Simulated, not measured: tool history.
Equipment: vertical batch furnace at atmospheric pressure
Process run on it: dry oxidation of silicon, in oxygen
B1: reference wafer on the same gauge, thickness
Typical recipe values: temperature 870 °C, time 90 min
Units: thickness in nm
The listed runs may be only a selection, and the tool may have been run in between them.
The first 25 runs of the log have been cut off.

Run 26, day 14.267: usual settings; B1 17.9. Result: thickness 17.64 nm.
Run 27, day 14.692: usual settings but temperature 892 °C, time 58 min; B1 17.89. Result: thickness 16.66 nm.
Run 28, day 15.158: usual settings but temperature 851 °C, time 68.5 min; B1 17.9. Result: thickness 11.82 nm.
At day 15.479: gauge calibrated.
Run 29, day 16.304: usual settings; B1 17.9. Result: thickness 17.66 nm.
Run 30, day 17.054: usual settings but temperature 877 °C, time 117.5 min; B1 17.89. Result: thickness 22.67 nm.
Run 31, day 17.846: usual settings; B1 17.91. Result: thickness 17.64 nm.
Run 32, day 18.254: usual settings but time 120 min; B1 17.91. Result: thickness 21.41 nm.
Run 33, day 18.629: usual settings but temperature 851 °C, time 54.5 min; B1 17.9. Result: thickness 10.08 nm.
Run 34, day 18.904: usual settings; B1 17.92. Result: thickness 17.7 nm.
Run 35, day 19.708: usual settings but temperature 851 °C, time 67 min; B1 17.9. Result: thickness 11.62 nm.

5 ways to go on from here, each from the tool as it stands after run 35. What would each give?
Run A, day 19.904: usual settings but temperature 881 °C; B1 ?. Result: thickness ?.
Run B, day 19.904: usual settings but temperature 887 °C; B1 ?. Result: thickness ?.
Run C, day 19.904: usual settings but temperature 849 °C, time 113 min; B1 ?. Result: thickness ?.
Run D, day 19.904: usual settings but temperature 848 °C, time 70.5 min; B1 ?. Result: thickness ?.
Run E, day 19.904: usual settings but temperature 851 °C, time 54 min; B1 ?. Result: thickness ?.

run     B1  thickness
  A  17.89      19.86
  B  17.89      21.15
  C  17.89      16.27
  D  17.89      11.62
  E  17.89       9.97
Had the tool no hidden state, the same runs would have come out as:
run  thickness
  A      19.91
  B       21.2
  C      16.31
  D      11.65
  E         10
